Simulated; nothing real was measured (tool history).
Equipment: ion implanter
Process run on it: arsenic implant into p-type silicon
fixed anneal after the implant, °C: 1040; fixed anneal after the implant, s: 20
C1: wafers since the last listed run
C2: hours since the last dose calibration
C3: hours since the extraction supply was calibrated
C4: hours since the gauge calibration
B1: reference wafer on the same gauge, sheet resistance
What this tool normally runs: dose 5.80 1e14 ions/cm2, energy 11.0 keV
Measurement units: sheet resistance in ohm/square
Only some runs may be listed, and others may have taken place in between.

Run 1, hour 0.0: usual settings but energy 9.0 keV; C1 0; C2 66.9; C3 4014.8; C4 906.4; B1 170.99. Result: sheet resistance 182.70 ohm/square.
Run 2, hour 89.9: usual settings but energy 9.0 keV; C1 1468; C2 156.8; C3 4104.7; C4 996.3; B1 170.99. Result: sheet resistance 182.45 ohm/square.
Run 3, hour 141.6: usual settings but energy 9.0 keV; C1 844; C2 208.5; C3 4156.4; C4 1048.0; B1 171.03. Result: sheet resistance 182.21 ohm/square.
Run 4, hour 239.6: usual settings but energy 12.5 keV; C1 1601; C2 306.5; C3 4254.4; C4 1146.0; B1 170.96. Result: sheet resistance 178.76 ohm/square.
Run 5, hour 316.4: usual settings but energy 12.5 keV; C1 1254; C2 383.3; C3 4331.2; C4 1222.8; B1 171.00. Result: sheet resistance 178.18 ohm/square.
Run 6, hour 381.5: usual settings but energy 12.5 keV; C1 1063; C2 448.4; C3 4396.3; C4 1287.9; B1 170.97. Result: sheet resistance 178.37 ohm/square.
At hour 388.3: gauge calibrated.
Run 7, hour 427.8: usual settings; C1 756; C2 494.7; C3 4442.6; C4 39.5; B1 170.94. Result: sheet resistance 179.29 ohm/square.
Run 8, hour 472.1: usual settings; C1 723; C2 539.0; C3 4486.9; C4 83.8; B1 171.05. Result: sheet resistance 179.23 ohm/square.
Run 9, hour 519.5: usual settings; C1 774; C2 586.4; C3 4534.3; C4 131.2; B1 171.04. Result: sheet resistance 178.90 ohm/square.
Run 10, hour 557.2: usual settings but dose 5.22 1e14 ions/cm2, energy 14.5 keV; C1 616; C2 624.1; C3 4572.0; C4 168.9; B1 171.07. Result: sheet resistance 189.32 ohm/square.
At hour 586.1: Faraday cup replaced and dose calibrated.
Run 11, hour 636.0: usual settings but dose 4.72 1e14 ions/cm2, energy 13.5 keV; C1 1156; C2 49.9; C3 4650.8; C4 247.7; B1 171.00. Result: sheet resistance 208.23 ohm/square.
Run 12, hour 712.4: usual settings but dose 4.24 1e14 ions/cm2, energy 13.0 keV; C1 1248; C2 126.3; C3 4727.2; C4 324.1; B1 170.93. Result: sheet resistance 225.76 ohm/square.
Run 13, hour 778.0: usual settings but energy 8.5 keV; C1 1071; C2 191.9; C3 4792.8; C4 389.7; B1 171.00. Result: sheet resistance 181.96 ohm/square.
At hour 800.7: extraction supply calibrated.
Run 14, hour 876.5: usual settings but dose 5.14 1e14 ions/cm2, energy 13.5 keV; C1 1478; C2 290.4; C3 75.8; C4 488.2; B1 171.08. Result: sheet resistance 193.91 ohm/square.
Run 15, hour 917.2: usual settings; C1 665; C2 331.1; C3 116.5; C4 528.9; B1 170.99. Result: sheet resistance 178.78 ohm/square.
Run 16, hour 976.9: usual settings but dose 6.45 1e14 ions/cm2, energy 14.0 keV; C1 975; C2 390.8; C3 176.2; C4 588.6; B1 170.99. Result: sheet resistance 162.18 ohm/square.
Run 17, hour 1054.4: usual settings; C1 1266; C2 468.3; C3 253.7; C4 666.1; B1 171.03. Result: sheet resistance 177.95 ohm/square.
Run 18, hour 1093.8: usual settings but dose 6.65 1e14 ions/cm2, energy 8.5 keV; C1 643; C2 507.7; C3 293.1; C4 705.5; B1 170.93. Result: sheet resistance 163.10 ohm/square.

Across each entry between runs, compare the hidden state at the last listed run before it with the hidden state at the first listed run after it:
Run 6 -> run 7: gauge calibrated (hour 388.3)
  deviation of the true dose from the Faraday cup's reading, %: 0.921 -> 1.06
  measured value less the no-hidden-state value, sheet resistance: -1.24 -> -1.44 ohm/square
Run 10 -> run 11: Faraday cup replaced and dose calibrated (hour 586.1)
  deviation of the true dose from the Faraday cup's reading, %: 1.45 -> 0.432
  measured value less the no-hidden-state value, sheet resistance: -2.08 -> -0.69 ohm/square
Run 13 -> run 14: extraction supply calibrated (hour 800.7)
  deviation of the true dose from the Faraday cup's reading, %: 0.861 -> 1.16
  measured value less the no-hidden-state value, sheet resistance: -1.18 -> -1.70 ohm/square
